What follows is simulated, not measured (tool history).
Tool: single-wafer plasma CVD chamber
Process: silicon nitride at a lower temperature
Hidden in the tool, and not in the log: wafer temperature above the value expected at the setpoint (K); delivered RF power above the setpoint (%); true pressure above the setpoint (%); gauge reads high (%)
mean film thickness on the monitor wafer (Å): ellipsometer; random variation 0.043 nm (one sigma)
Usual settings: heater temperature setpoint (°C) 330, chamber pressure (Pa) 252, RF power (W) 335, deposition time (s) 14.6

| run | day | heater temperature setpoint (°C) | chamber pressure (Pa) | RF power (W) | deposition time (s) | wafers since the last listed run | hours since the last thermocouple change | hours since the last RF generator calibration | hours since the last manometer calibration | hours since the showerhead was replaced | hours since the gauge calibration | read-back reference wafer on the same gauge, thickness_nm | mean film thickness on the monitor wafer (Å) |
|---|---|---|---|---|---|---|---|---|---|---|---|---|---|
| 1 | 0.000 | 330 | 227 | 305 | 14.6 | 0 | 1813.3 | 1335.4 | 1560.3 | 3611.3 | 685.4 | 17.904 | 189.72 |
| 2 | 2.633 | 330 | 227 | 305 | 14.6 | 1507 | 1876.5 | 1398.6 | 1623.5 | 3674.5 | 748.6 | 17.898 | 189.96 |
| 3 | 4.354 | 330 | 227 | 305 | 14.6 | 984 | 1917.8 | 1439.9 | 1664.8 | 3715.8 | 789.9 | 17.902 | 189.61 |
| 4 | 7.162 | 330 | 252 | 335 | 14.6 | 1607 | 1985.2 | 1507.3 | 1732.2 | 3783.2 | 857.3 | 17.898 | 199.87 |
| 5 | 10.175 | 330 | 252 | 335 | 14.6 | 1724 | 2057.5 | 1579.6 | 1804.5 | 3855.5 | 929.6 | 17.907 | 200.65 |
| 6 | 13.433 | 330 | 252 | 335 | 14.6 | 1864 | 2135.7 | 1657.8 | 1882.7 | 3933.7 | 1007.8 | 17.889 | 201.27 |
| 7 | 16.671 | 330 | 235 | 335 | 14.6 | 1853 | 2213.4 | 1735.5 | 1960.4 | 4011.4 | 1085.5 | 17.916 | 197.20 |
| 8 | 20.533 | 330 | 252 | 335 | 14.6 | 2210 | 2306.1 | 1828.2 | 2053.1 | 4104.1 | 1178.2 | 17.898 | 201.17 |
| 9 | 23.729 | 330 | 252 | 335 | 14.6 | 1829 | 2382.8 | 1904.9 | 2129.8 | 4180.8 | 1254.9 | 17.902 | 201.15 |
| 10 | 27.817 | 330 | 252 | 335 | 14.6 | 2339 | 2480.9 | 2003.0 | 2227.9 | 4278.9 | 1353.0 | 17.900 | 200.33 |
| 11 | 32.058 | 330 | 252 | 375 | 14.6 | 2427 | 2582.7 | 2104.8 | 2329.7 | 4380.7 | 1454.8 | 17.886 | 208.50 |
|  | 32.888 | capacitance manometer re-zeroed and calibrated |
|  | 33.350 | showerhead replaced |
| 12 | 34.154 | 330 | 252 | 315 | 14.6 | 818 | 2633.0 | 2155.1 | 30.4 | 19.3 | 1505.1 | 17.903 | 188.87 |
|  | 36.308 | gauge calibrated |
| 13 | 36.692 | 330 | 252 | 335 | 14.6 | 1452 | 2693.9 | 2216.0 | 91.3 | 80.2 | 9.2 | 17.896 | 193.56 |
|  | 37.075 | thermocouple changed; heater temperature recalibrated |
| 14 | 40.300 | 340 | 252 | 370 | 14.6 | 1874 | 77.4 | 2302.6 | 177.9 | 166.8 | 95.8 | 17.910 | 198.91 |
| 15 | 41.900 | 330 | 193 | 395 | 14.6 | 915 | 115.8 | 2341.0 | 216.3 | 205.2 | 134.2 | 17.904 | 191.42 |
| 16 | 44.588 | 317 | 293 | 365 | 14.6 | 1538 | 180.3 | 2405.5 | 280.8 | 269.7 | 198.7 | 17.919 | 207.63 |
|  | 45.142 | capacitance manometer re-zeroed and calibrated, repeated, since the last time left the tool worse |
| 17 | 48.500 | 330 | 235 | 335 | 14.6 | 2048 | 274.2 | 2499.4 | 80.6 | 363.6 | 292.6 | 17.889 | 195.88 |
| 18 | 51.317 | 330 | 252 | 335 | 14.6 | 1612 | 341.8 | 2567.0 | 148.2 | 431.2 | 360.2 | 17.890 | 198.78 |
| 19 | 55.542 | 330 | 252 | 335 | 12.8 | 2418 | 443.2 | 2668.4 | 249.6 | 532.6 | 461.6 | 17.907 | 174.23 |
|  | 56.838 | RF generator calibrated |
| 20 | 59.183 | 323 | 252 | 355 | 12.5 | 1893 | 530.6 | 56.3 | 337.0 | 620.0 | 549.0 | 17.897 | 174.24 |
| 21 | 62.304 | 330 | 252 | 335 | 16.4 | 1786 | 605.5 | 131.2 | 411.9 | 694.9 | 623.9 | 17.899 | 223.09 |
| 22 | 66.488 | 319 | 297 | 370 | 14.6 | 2394 | 705.9 | 231.6 | 512.3 | 795.3 | 724.3 | 17.899 | 214.17 |
| 23 | 70.933 | 343 | 252 | 365 | 15.9 | 2544 | 812.6 | 338.3 | 619.0 | 902.0 | 831.0 | 17.893 | 223.29 |
| 24 | 75.192 | 325 | 217 | 275 | 13.7 | 2437 | 914.8 | 440.5 | 721.2 | 1004.2 | 933.2 | 17.897 | 170.53 |
| 25 | 79.258 | 330 | 252 | 335 | 14.6 | 2327 | 1012.4 | 538.1 | 818.8 | 1101.8 | 1030.8 | 17.895 | 200.83 |

Forecast each of these 4 alternatives for the next run:
| A | 79.275 | 330 | 252 | 335 | 14.6 | 9 | 1012.8 | 538.5 | 819.2 | 1102.2 | 1031.2 | ? | ? |
| B | 79.275 | 330 | 231 | 335 | 16.1 | 9 | 1012.8 | 538.5 | 819.2 | 1102.2 | 1031.2 | ? | ? |
| C | 79.275 | 330 | 252 | 375 | 17.0 | 9 | 1012.8 | 538.5 | 819.2 | 1102.2 | 1031.2 | ? | ? |
| D | 79.275 | 344 | 284 | 295 | 16.7 | 9 | 1012.8 | 538.5 | 819.2 | 1102.2 | 1031.2 | ? | ? |

| run | read-back reference wafer on the same gauge, thickness_nm | mean film thickness on the monitor wafer (Å) |
|---|---|---|
| A | 17.895 | 200.93 |
| B | 17.895 | 216.91 |
| C | 17.895 | 242.71 |
| D | 17.895 | 225.39 |
Without the tool's hidden state the same runs would have given:
| run | mean film thickness on the monitor wafer (Å) |
|---|---|
| A | 199.16 |
| B | 214.99 |
| C | 240.57 |
| D | 223.52 |
